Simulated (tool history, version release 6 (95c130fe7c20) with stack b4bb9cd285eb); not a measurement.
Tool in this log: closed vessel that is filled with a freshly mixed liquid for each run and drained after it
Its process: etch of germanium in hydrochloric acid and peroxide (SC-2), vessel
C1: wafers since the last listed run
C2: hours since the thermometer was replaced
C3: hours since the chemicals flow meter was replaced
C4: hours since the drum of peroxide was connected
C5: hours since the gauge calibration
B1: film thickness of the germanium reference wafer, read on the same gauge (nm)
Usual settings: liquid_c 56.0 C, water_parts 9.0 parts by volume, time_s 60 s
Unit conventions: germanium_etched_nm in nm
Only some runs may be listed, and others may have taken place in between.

{"run": 1, "hour": 0.0, "liquid_c": 56.0, "water_parts": 9.0, "time_s": 60, "C1": 0, "C2": 1993.6, "C3": 390.2, "C4": 16.2, "C5": 317.5, "B1": 80.02, "germanium_etched_nm": 176.36}
{"run": 2, "hour": 38.9, "liquid_c": 56.0, "water_parts": 9.0, "time_s": 60, "C1": 5018, "C2": 2032.5, "C3": 429.1, "C4": 55.1, "C5": 356.4, "B1": 79.99, "germanium_etched_nm": 176.74}
{"run": 3, "hour": 90.4, "liquid_c": 56.0, "water_parts": 9.0, "time_s": 60, "C1": 6643, "C2": 2084.0, "C3": 480.6, "C4": 106.6, "C5": 407.9, "B1": 80.04, "germanium_etched_nm": 176.13}
{"run": 4, "hour": 120.9, "liquid_c": 56.0, "water_parts": 9.0, "time_s": 60, "C1": 3934, "C2": 2114.5, "C3": 511.1, "C4": 137.1, "C5": 438.4, "B1": 80.01, "germanium_etched_nm": 176.48}
{"hour": 123.5, "done": "chemicals flow meter replaced"}
{"run": 5, "hour": 169.3, "liquid_c": 56.0, "water_parts": 9.0, "time_s": 60, "C1": 6114, "C2": 2162.9, "C3": 45.8, "C4": 185.5, "C5": 486.8, "B1": 80.03, "germanium_etched_nm": 176.43}
{"run": 6, "hour": 217.5, "liquid_c": 56.0, "water_parts": 9.0, "time_s": 60, "C1": 6217, "C2": 2211.1, "C3": 94.0, "C4": 233.7, "C5": 535.0, "B1": 80.02, "germanium_etched_nm": 177.1}
{"run": 7, "hour": 282.9, "liquid_c": 56.0, "water_parts": 11.5, "time_s": 60, "C1": 8436, "C2": 2276.5, "C3": 159.4, "C4": 299.1, "C5": 600.4, "B1": 79.98, "germanium_etched_nm": 173.0}
{"run": 8, "hour": 310.4, "liquid_c": 56.0, "water_parts": 11.5, "time_s": 60, "C1": 3547, "C2": 2304.0, "C3": 186.9, "C4": 326.6, "C5": 627.9, "B1": 80.02, "germanium_etched_nm": 172.86}
{"hour": 320.5, "done": "new drum of peroxide connected"}
{"run": 9, "hour": 358.1, "liquid_c": 56.0, "water_parts": 12.5, "time_s": 60, "C1": 6024, "C2": 2351.7, "C3": 234.6, "C4": 37.6, "C5": 675.6, "B1": 79.97, "germanium_etched_nm": 171.1}
{"run": 10, "hour": 421.1, "liquid_c": 56.0, "water_parts": 12.5, "time_s": 60, "C1": 8127, "C2": 2414.7, "C3": 297.6, "C4": 100.6, "C5": 738.6, "B1": 80.01, "germanium_etched_nm": 171.61}
{"run": 11, "hour": 480.4, "liquid_c": 56.0, "water_parts": 9.0, "time_s": 70, "C1": 7649, "C2": 2474.0, "C3": 356.9, "C4": 159.9, "C5": 797.9, "B1": 80.0, "germanium_etched_nm": 208.43}
{"run": 12, "hour": 517.5, "liquid_c": 56.0, "water_parts": 9.0, "time_s": 70, "C1": 4786, "C2": 2511.1, "C3": 394.0, "C4": 197.0, "C5": 835.0, "B1": 79.94, "germanium_etched_nm": 209.0}
{"run": 13, "hour": 569.1, "liquid_c": 56.0, "water_parts": 6.5, "time_s": 60, "C1": 6656, "C2": 2562.7, "C3": 445.6, "C4": 248.6, "C5": 886.6, "B1": 80.0, "germanium_etched_nm": 181.77}
{"run": 14, "hour": 620.0, "liquid_c": 56.0, "water_parts": 9.0, "time_s": 60, "C1": 6566, "C2": 2613.6, "C3": 496.5, "C4": 299.5, "C5": 937.5, "B1": 79.98, "germanium_etched_nm": 180.26}
{"hour": 631.0, "done": "chemicals flow meter replaced"}
{"run": 15, "hour": 671.3, "liquid_c": 51.5, "water_parts": 7.5, "time_s": 60, "C1": 6488, "C2": 2664.9, "C3": 40.3, "C4": 350.8, "C5": 988.8, "B1": 79.98, "germanium_etched_nm": 159.11}
{"hour": 704.8, "done": "new drum of peroxide connected"}
{"run": 16, "hour": 708.9, "liquid_c": 56.0, "water_parts": 9.0, "time_s": 60, "C1": 4721, "C2": 2702.5, "C3": 77.9, "C4": 4.1, "C5": 1026.4, "B1": 80.01, "germanium_etched_nm": 180.87}
{"run": 17, "hour": 748.3, "liquid_c": 59.0, "water_parts": 9.0, "time_s": 90, "C1": 5082, "C2": 2741.9, "C3": 117.3, "C4": 43.5, "C5": 1065.8, "B1": 80.0, "germanium_etched_nm": 295.89}
{"run": 18, "hour": 794.3, "liquid_c": 56.0, "water_parts": 9.0, "time_s": 30, "C1": 5934, "C2": 2787.9, "C3": 163.3, "C4": 89.5, "C5": 1111.8, "B1": 80.01, "germanium_etched_nm": 89.69}
{"run": 19, "hour": 833.8, "liquid_c": 56.0, "water_parts": 13.0, "time_s": 75, "C1": 5095, "C2": 2827.4, "C3": 202.8, "C4": 129.0, "C5": 1151.3, "B1": 80.02, "germanium_etched_nm": 215.42}
{"run": 20, "hour": 883.3, "liquid_c": 56.0, "water_parts": 13.0, "time_s": 60, "C1": 6385, "C2": 2876.9, "C3": 252.3, "C4": 178.5, "C5": 1200.8, "B1": 80.0, "germanium_etched_nm": 172.23}

Expected results for the next run?
{"run": 21, "hour": 914.5, "liquid_c": 56.0, "water_parts": 9.0, "time_s": 60, "C1": 4024, "C2": 2908.1, "C3": 283.5, "C4": 209.7, "C5": 1232.0, "B1": "?", "germanium_etched_nm": "?"}

{"run 21": {"B1": 80.01, "germanium_etched_nm": 180.76}}
On a tool with no hidden condition, and with the same random variation, this run would have come out at germanium_etched_nm 165.28 nm.

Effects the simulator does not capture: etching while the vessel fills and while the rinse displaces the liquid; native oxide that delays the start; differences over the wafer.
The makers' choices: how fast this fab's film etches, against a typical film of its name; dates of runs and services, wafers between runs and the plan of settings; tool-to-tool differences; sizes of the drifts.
